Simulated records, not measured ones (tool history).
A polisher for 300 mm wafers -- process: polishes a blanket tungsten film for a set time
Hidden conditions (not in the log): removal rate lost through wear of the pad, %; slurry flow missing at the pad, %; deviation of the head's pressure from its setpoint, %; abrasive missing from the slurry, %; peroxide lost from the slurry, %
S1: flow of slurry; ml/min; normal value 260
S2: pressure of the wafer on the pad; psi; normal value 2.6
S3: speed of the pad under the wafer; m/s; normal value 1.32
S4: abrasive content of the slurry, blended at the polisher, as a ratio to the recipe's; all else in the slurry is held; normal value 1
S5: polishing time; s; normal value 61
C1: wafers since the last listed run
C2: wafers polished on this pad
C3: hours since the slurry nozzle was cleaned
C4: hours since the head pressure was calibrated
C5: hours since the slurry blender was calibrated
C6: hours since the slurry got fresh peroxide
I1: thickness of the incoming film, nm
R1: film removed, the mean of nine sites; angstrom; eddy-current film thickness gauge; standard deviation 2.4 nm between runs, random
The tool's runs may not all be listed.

run,hour,S1,S2,S3,S4,S5,C1,C2,C3,C4,C5,C6,I1,R1
1,0,260,2.6,1.32,1,61,0,394,336.4,422.4,364.3,136.5,739.8,1825
# hour 1.5: slurry tank refilled with fresh slurry and peroxide
2,9.2,260,2.6,1.32,1,61,43,438,345.6,431.6,373.5,7.7,733.2,2119
3,25.4,260,2.6,1.32,1,61,85,523,361.8,447.8,389.7,23.9,743.9,2031
4,40.9,260,2.6,1.32,1,61,81,605,377.3,463.3,405.2,39.4,742.1,1983
5,51.8,260,2.6,1.32,1,61,57,663,388.2,474.2,416.1,50.3,741.4,1935
# hour 58.9: slurry blender recalibrated
6,66,260,2.6,1.32,1,61,64,727,402.4,488.4,7.1,64.5,746,1907
# hour 71.5: slurry nozzle cleaned
7,78.9,260,2.6,1.32,0.9,61,62,790,7.4,501.3,20,77.4,736.6,1845
8,89.7,260,3.3,1.32,1,75,57,847,18.2,512.1,30.8,88.2,736.6,2912
9,97.9,210,2.6,1.32,1.1,61,43,890,26.4,520.3,39,96.4,734.7,1901
10,106.9,190,2.4,1.32,0.7,61,47,938,35.4,529.3,48,105.4,741.5,1549
# hour 137.7: worn pad replaced by a new one
# hour 140.9: slurry tank refilled with fresh slurry and peroxide
# hour 146.1: head pressure recalibrated
11,146.6,260,3.3,1.32,1.25,61,172,30,75.1,0.5,87.7,5.7,732.6,2683
12,156.2,260,2.6,1.32,1,61,50,81,84.7,10.1,97.3,15.3,750.7,2073
13,172.5,260,3.2,1.32,1.1,76,86,167,101,26.4,113.6,31.6,737.4,2966
14,186.2,260,2.6,1.66,1,61,72,240,114.7,40.1,127.3,45.3,747.1,2487

Here are 4 independent what-if runs from the current tool condition. What would each one return?
A,186.6,260,2.2,1.32,1,61,2,242,115.1,40.5,127.7,45.7,732,?
B,186.6,260,1.9,1.32,0.8,61,2,242,115.1,40.5,127.7,45.7,732,?
C,186.6,300,2.6,0.88,1,47,2,242,115.1,40.5,127.7,45.7,732,?
D,186.6,235,2.6,1.32,1.1,61,2,242,115.1,40.5,127.7,45.7,732,?

run,R1
A,1679
B,1414
C,1010
D,1955
With the hidden condition removed and each run's random variation left untouched, the same runs would have given:
run,R1
A,1816
B,1529
C,1093
D,2115

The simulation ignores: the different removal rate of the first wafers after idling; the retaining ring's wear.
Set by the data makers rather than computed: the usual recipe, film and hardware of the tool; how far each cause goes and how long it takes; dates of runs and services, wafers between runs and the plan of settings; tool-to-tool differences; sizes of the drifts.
